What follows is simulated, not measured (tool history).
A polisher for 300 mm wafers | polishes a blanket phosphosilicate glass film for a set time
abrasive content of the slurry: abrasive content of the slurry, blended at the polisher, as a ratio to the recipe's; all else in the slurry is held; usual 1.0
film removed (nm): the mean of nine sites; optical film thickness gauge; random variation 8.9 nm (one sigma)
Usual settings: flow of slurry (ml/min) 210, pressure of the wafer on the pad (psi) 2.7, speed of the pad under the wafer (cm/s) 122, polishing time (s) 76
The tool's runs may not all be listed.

run    hour  flow of slurry (ml/min)  pressure of the wafer on the pad (psi)  speed of the pad under the wafer (cm/s)  abrasive content of the slurry  polishing time (s)  wafers since the last listed run  wafers polished on this pad  hours since the slurry nozzle was cleaned  hours since the head pressure was calibrated  hours since the slurry blender was calibrated  hours since the conditioning disc was replaced  incoming thickness of the incoming film, nm  film removed (nm)
  1     0.0                      210                                     2.7                                      142                             1.0                  97                                 0                          979                                      569.1                                         339.3                                           74.1                                           164.2                                       2874.7              772.0
  2    58.0                      210                                     2.7                                      122                             1.0                  90                               528                         1508                                      627.1                                         397.3                                          132.1                                           222.2                                       2862.4              606.9
  3   100.7                      210                                     2.7                                      122                             1.0                  90                               389                         1897                                      669.8                                         440.0                                          174.8                                           264.9                                       2883.8              612.6
      114.5  -- slurry nozzle cleaned
      190.1  -- worn pad replaced by a new one
  4   221.9                      155                                     2.7                                      122                             1.0                  76                              1058                          289                                      107.4                                         561.2                                          296.0                                           386.1                                       2875.3              535.2
      226.1  -- slurry blender recalibrated
  5   268.6                      155                                     2.7                                      122                             1.0                  76                               407                          696                                      154.1                                         607.9                                           42.5                                           432.8                                       2848.1              519.1
      288.2  -- conditioning disc replaced and pad reconditioned
  6   322.7                      210                                     2.7                                      122                             1.0                  76                               474                         1171                                      208.2                                         662.0                                           96.6                                            34.5                                       2810.3              531.3
  7   356.0                      210                                     2.7                                      122                             1.0                  76                               303                         1474                                      241.5                                         695.3                                          129.9                                            67.8                                       2869.7              515.2
  8   389.5                      210                                     2.7                                      122                             1.0                  76                               305                         1780                                      275.0                                         728.8                                          163.4                                           101.3                                       2819.4              506.0
  9   453.6                      210                                     2.7                                      122                             1.0                  76                               583                         2364                                      339.1                                         792.9                                          227.5                                           165.4                                       2880.1              502.0
      517.9  -- worn pad replaced by a new one
      519.6  -- slurry blender recalibrated
 10   520.1                      210                                     2.7                                      122                             1.0                  76                               553                            4                                      405.6                                         859.4                                            0.5                                           231.9                                       2921.2              599.5
 11   541.0                      250                                     2.1                                      152                             1.0                  65                               190                          194                                      426.5                                         880.3                                           21.4                                           252.8                                       2845.9              478.8
 12   597.9                      210                                     2.7                                      122                             1.0                  76                               518                          712                                      483.4                                         937.2                                           78.3                                           309.7                                       2900.5              551.5
 13   645.0                      260                                     2.7                                      122                             1.0                  76                               429                         1142                                      530.5                                         984.3                                          125.4                                           356.8                                       2898.7              552.4
      669.5  -- head pressure recalibrated
      705.4  -- conditioning disc replaced and pad reconditioned
 14   711.4                      160                                     2.7                                      122                             1.1                 100                               568                         1710                                      596.9                                          41.9                                          191.8                                             6.0                                       2853.0              682.9
 15   766.0                      210                                     2.7                                      160                             1.0                  76                               497                         2208                                      651.5                                          96.5                                          246.4                                            60.6                                       2831.0              629.7
 16   795.5                      210                                     2.7                                      122                             1.0                  76                               268                         2476                                      681.0                                         126.0                                          275.9                                            90.1                                       2871.2              510.4
      830.5  -- slurry nozzle cleaned
      833.4  -- worn pad replaced by a new one, of another model than before
 17   854.1                      210                                     2.7                                      142                             1.0                  97                               497                          188                                       23.6                                         184.6                                          334.5                                           148.7                                       2859.2              781.6
      861.9  -- slurry blender recalibrated
 18   897.6                      260                                     2.7                                      122                             1.0                  54                               378                          566                                       67.1                                         228.1                                           35.7                                           192.2                                       2837.7              400.4
 19   925.4                      210                                     2.7                                      122                             1.3                  88                               253                          819                                       94.9                                         255.9                                           63.5                                           220.0                                       2878.4              694.2
 20   981.2                      210                                     2.7                                      122                             1.0                  76                               508                         1327                                      150.7                                         311.7                                          119.3                                           275.8                                       2847.7              524.2
 21  1037.6                      210                                     2.7                                      122                             1.0                  76                               513                         1841                                      207.1                                         368.1                                          175.7                                           332.2                                       2905.8              505.9
     1064.6  -- conditioning disc replaced and pad reconditioned
 22  1093.9                      210                                     2.7                                      122                             1.0                  76                               494                         2336                                      263.4                                         424.4                                          232.0                                            29.3                                       2859.7              509.0
 23  1156.4                      240                                     2.7                                       86                             1.0                  86                               569                         2905                                      325.9                                         486.9                                          294.5                                            91.8                                       2844.1              503.4
 24  1181.0                      210                                     2.7                                      136                             1.0                  56                               224                         3129                                      350.5                                         511.5                                          319.1                                           116.4                                       2840.5              396.6
     1188.7  -- worn pad replaced by a new one
 25  1233.4                      260                                     2.7                                      122                             1.0                  92                               440                          407                                      402.9                                         563.9                                          371.5                                           168.8                                       2885.2              662.3
     1239.0  -- slurry blender recalibrated
 26  1277.2                      210                                     2.7                                       88                             0.8                  76                               380                          788                                      446.7                                         607.7                                           38.2                                           212.6                                       2881.3              441.4

3 ways to go on from here, each from the tool as it stands after run 26. What would each give?
  A  1277.6                      210                                     2.7                                      150                             1.0                  76                                 3                          791                                      447.1                                         608.1                                           38.6                                           213.0                                       2872.1                  ?
  B  1277.6                      210                                     2.7                                      122                             1.0                  97                                 3                          791                                      447.1                                         608.1                                           38.6                                           213.0                                       2872.1                  ?
  C  1277.6                      170                                     2.7                                      122                             1.0                  76                                 3                          791                                      447.1                                         608.1                                           38.6                                           213.0                                       2872.1                  ?

run  film removed (nm)
  A              586.1
  B              680.8
  C              521.2
Without the tool's hidden state the same runs would have given:
run  film removed (nm)
  A              652.1
  B              757.4
  C              579.9

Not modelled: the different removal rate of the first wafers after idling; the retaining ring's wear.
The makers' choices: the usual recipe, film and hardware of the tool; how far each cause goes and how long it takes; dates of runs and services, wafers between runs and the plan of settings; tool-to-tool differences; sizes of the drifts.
